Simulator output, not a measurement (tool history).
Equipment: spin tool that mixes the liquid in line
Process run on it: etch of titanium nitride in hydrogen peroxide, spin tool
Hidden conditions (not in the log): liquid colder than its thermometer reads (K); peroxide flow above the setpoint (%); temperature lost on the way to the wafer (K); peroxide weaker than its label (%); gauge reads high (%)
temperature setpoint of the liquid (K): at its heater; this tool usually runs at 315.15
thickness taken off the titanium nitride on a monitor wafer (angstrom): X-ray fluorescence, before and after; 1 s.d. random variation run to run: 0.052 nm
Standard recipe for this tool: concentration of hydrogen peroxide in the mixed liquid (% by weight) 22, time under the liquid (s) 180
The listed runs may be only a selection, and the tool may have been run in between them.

run   hour  temperature setpoint of the liquid (K)  concentration of hydrogen peroxide in the mixed liquid (% by weight)  time under the liquid (s)  wafers since the last listed run  hours since the thermometer was replaced  hours since the peroxide flow meter was replaced  hours since the heated supply line was repaired  hours since the drum of peroxide was connected  hours since the gauge calibration  read-back film thickness of the titanium nitride reference wafer, read on the same gauge (nm)  thickness taken off the titanium nitride on a monitor wafer (angstrom)
  1      0                                  315.15                                                                    22                        180                                 0                                     790.8                                            2053.2                                           1562.6                                           342.7                              799.2                                                                                         110.01                                                                    66.1
  2   17.7                                  315.15                                                                    22                        180                               140                                     808.5                                            2070.9                                           1580.3                                           360.4                              816.9                                                                                            110                                                                    67.4
      27.9  -- new drum of peroxide connected
  3   45.8                                  315.15                                                                    22                        180                               214                                     836.6                                              2099                                           1608.4                                            17.9                                845                                                                                         109.99                                                                    66.4
  4   65.1                                  315.15                                                                    22                        245                               152                                     855.9                                            2118.3                                           1627.7                                            37.2                              864.3                                                                                         110.03                                                                    90.3
  5  100.7                                  315.15                                                                    22                        180                               281                                     891.5                                            2153.9                                           1663.3                                            72.8                              899.9                                                                                            110                                                                    65.6
  6  127.2                                  309.15                                                                  25.5                        275                               209                                       918                                            2180.4                                           1689.8                                            99.3                              926.4                                                                                         110.04                                                                      66
       130  -- thermometer replaced
  7  153.3                                  307.65                                                                    22                         75                               198                                      23.3                                            2206.5                                           1715.9                                           125.4                              952.5                                                                                         110.01                                                                    15.3
  8  182.8                                  315.15                                                                    22                        180                               233                                      52.8                                              2236                                           1745.4                                           154.9                                982                                                                                            110                                                                      66
  9  202.4                                  315.15                                                                    22                        180                               155                                      72.4                                            2255.6                                             1765                                           174.5                             1001.6                                                                                         109.98                                                                    65.8
     221.1  -- peroxide flow meter replaced
 10  231.3                                  320.65                                                                    22                        180                               220                                     101.3                                              10.2                                           1793.9                                           203.4                             1030.5                                                                                         109.99                                                                   100.4
 11  247.2                                  315.15                                                                  19.5                        180                               125                                     117.2                                              26.1                                           1809.8                                           219.3                             1046.4                                                                                         109.98                                                                      65
 12  265.5                                  315.15                                                                    22                        180                               144                                     135.5                                              44.4                                           1828.1                                           237.6                             1064.7                                                                                         109.97                                                                    65.5
     337.9  -- gauge calibrated
 13    360                                  315.15                                                                    22                        180                               747                                       230                                             138.9                                           1922.6                                           332.1                               22.1                                                                                         110.01                                                                    65.4
 14  383.2                                  325.15                                                                    22                        180                               183                                     253.2                                             162.1                                           1945.8                                           355.3                               45.3                                                                                         110.04                                                                   137.7
     384.8  -- new drum of peroxide connected
       387  -- heated supply line repaired
 15  409.1                                  315.15                                                                    22                        110                               189                                     279.1                                               188                                             22.1                                            24.3                               71.2                                                                                         110.03                                                                    43.1
 16  425.3                                  315.15                                                                  24.5                        180                               128                                     295.3                                             204.2                                             38.3                                            40.5                               87.4                                                                                         110.02                                                                    71.3
 17  444.5                                  315.15                                                                    22                        180                               151                                     314.5                                             223.4                                             57.5                                            59.7                              106.6                                                                                         109.98                                                                    69.8
 18  469.9                                  305.65                                                                    22                        120                               200                                     339.9                                             248.8                                             82.9                                            85.1                                132                                                                                         109.99                                                                      22
 19  505.7                                  320.65                                                                    20                        110                               283                                     375.7                                             284.6                                            118.7                                           120.9                              167.8                                                                                         109.99                                                                    63.5
 20  535.1                                  315.15                                                                    22                        150                               232                                     405.1                                               314                                            148.1                                           150.3                              197.2                                                                                         109.98                                                                    58.1
 21  554.7                                  315.15                                                                    22                        180                               155                                     424.7                                             333.6                                            167.7                                           169.9                              216.8                                                                                         109.98                                                                    70.3
 22  580.5                                  315.15                                                                    22                        180                               204                                     450.5                                             359.4                                            193.5                                           195.7                              242.6                                                                                         110.02                                                                    70.1
 23  594.6                                  318.65                                                                    22                        180                               111                                     464.6                                             373.5                                            207.6                                           209.8                              256.7                                                                                            110                                                                    90.3
 24  625.1                                  324.65                                                                    22                        230                               241                                     495.1                                               404                                            238.1                                           240.3                              287.2                                                                                            110                                                                   179.6

Forecast each of these 5 alternatives for the next run:
  A  625.6                                  315.15                                                                    24                        180                                 3                                     495.6                                             404.5                                            238.6                                           240.8                              287.7                                                                                              ?                                                                       ?
  B  625.6                                  307.15                                                                    22                        235                                 3                                     495.6                                             404.5                                            238.6                                           240.8                              287.7                                                                                              ?                                                                       ?
  C  625.6                                  322.15                                                                    22                        115                                 3                                     495.6                                             404.5                                            238.6                                           240.8                              287.7                                                                                              ?                                                                       ?
  D  625.6                                  322.65                                                                    22                        230                                 3                                     495.6                                             404.5                                            238.6                                           240.8                              287.7                                                                                              ?                                                                       ?
  E  625.6                                  310.65                                                                    19                        180                                 3                                     495.6                                             404.5                                            238.6                                           240.8                              287.7                                                                                              ?                                                                       ?

run  read-back film thickness of the titanium nitride reference wafer, read on the same gauge (nm)  thickness taken off the titanium nitride on a monitor wafer (angstrom)
  A                                                                                         109.98                                                                    71.8
  B                                                                                         109.98                                                                    49.3
  C                                                                                         109.98                                                                    75.7
  D                                                                                         109.98                                                                   157.1
  E                                                                                         109.98                                                                    48.2
With the hidden condition removed and each run's random variation left untouched, the same runs would have given:
run  thickness taken off the titanium nitride on a monitor wafer (angstrom)
  A                                                                      73
  B                                                                    50.1
  C                                                                      77
  D                                                                   159.6
  E                                                                    49.1
